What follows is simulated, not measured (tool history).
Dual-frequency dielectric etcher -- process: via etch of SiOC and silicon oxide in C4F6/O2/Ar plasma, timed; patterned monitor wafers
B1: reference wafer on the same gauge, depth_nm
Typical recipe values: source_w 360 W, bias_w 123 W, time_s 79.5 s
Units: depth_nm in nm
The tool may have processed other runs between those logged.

{"run": 1, "hour": 0.0, "source_w": 360, "bias_w": 123, "time_s": 79.5, "B1": 62.6, "depth_nm": 75.7}
{"run": 2, "hour": 12.0, "source_w": 360, "bias_w": 123, "time_s": 79.5, "B1": 62.6, "depth_nm": 75.6}
{"run": 3, "hour": 43.8, "source_w": 360, "bias_w": 123, "time_s": 79.5, "B1": 62.6, "depth_nm": 75.8}
{"run": 4, "hour": 53.5, "source_w": 360, "bias_w": 123, "time_s": 79.5, "B1": 62.6, "depth_nm": 75.4}
{"run": 5, "hour": 64.1, "source_w": 360, "bias_w": 123, "time_s": 79.5, "B1": 62.7, "depth_nm": 74.8}
{"run": 6, "hour": 71.4, "source_w": 360, "bias_w": 108, "time_s": 79.5, "B1": 62.6, "depth_nm": 72.7}
{"run": 7, "hour": 79.6, "source_w": 360, "bias_w": 108, "time_s": 79.5, "B1": 62.7, "depth_nm": 72.6}
{"hour": 112.8, "done": "wet clean of the chamber"}
{"run": 8, "hour": 113.3, "source_w": 430, "bias_w": 123, "time_s": 79.5, "B1": 62.6, "depth_nm": 79.8}
{"run": 9, "hour": 113.6, "source_w": 430, "bias_w": 123, "time_s": 79.5, "B1": 62.6, "depth_nm": 79.4}
{"run": 10, "hour": 122.3, "source_w": 430, "bias_w": 123, "time_s": 79.5, "B1": 62.6, "depth_nm": 79.6}
{"run": 11, "hour": 138.2, "source_w": 360, "bias_w": 123, "time_s": 79.5, "B1": 62.6, "depth_nm": 73.0}
{"hour": 147.7, "done": "gauge calibrated"}
{"run": 12, "hour": 150.1, "source_w": 320, "bias_w": 114, "time_s": 79.5, "B1": 62.6, "depth_nm": 67.8}
{"run": 13, "hour": 166.7, "source_w": 360, "bias_w": 123, "time_s": 71.0, "B1": 62.6, "depth_nm": 65.5}
{"run": 14, "hour": 174.0, "source_w": 360, "bias_w": 123, "time_s": 79.5, "B1": 62.6, "depth_nm": 73.3}
{"hour": 190.5, "done": "source power generator calibrated"}
{"hour": 201.0, "done": "wet clean of the chamber, repeated, since the last time left the tool worse"}
{"hour": 212.5, "done": "upper electrode replaced"}
{"run": 15, "hour": 213.0, "source_w": 420, "bias_w": 131, "time_s": 79.5, "B1": 62.6, "depth_nm": 84.7}
{"run": 16, "hour": 219.3, "source_w": 360, "bias_w": 113, "time_s": 90.5, "B1": 62.6, "depth_nm": 86.4}
{"run": 17, "hour": 235.8, "source_w": 440, "bias_w": 112, "time_s": 55.5, "B1": 62.6, "depth_nm": 57.6}
{"run": 18, "hour": 252.3, "source_w": 340, "bias_w": 94, "time_s": 86.0, "B1": 62.6, "depth_nm": 75.4}
{"hour": 264.0, "done": "bias power generator calibrated"}
{"run": 19, "hour": 267.4, "source_w": 320, "bias_w": 123, "time_s": 64.0, "B1": 62.6, "depth_nm": 58.8}

For run 20, what comes out?
{"run": 20, "hour": 277.0, "source_w": 360, "bias_w": 123, "time_s": 79.5, "B1": "?", "depth_nm": "?"}

Run 20 yielded B1 62.7, depth_nm 77.3 nm.
If the tool had no hidden condition, the same run with the same run-to-run variation would have returned depth_nm 77.9 nm.
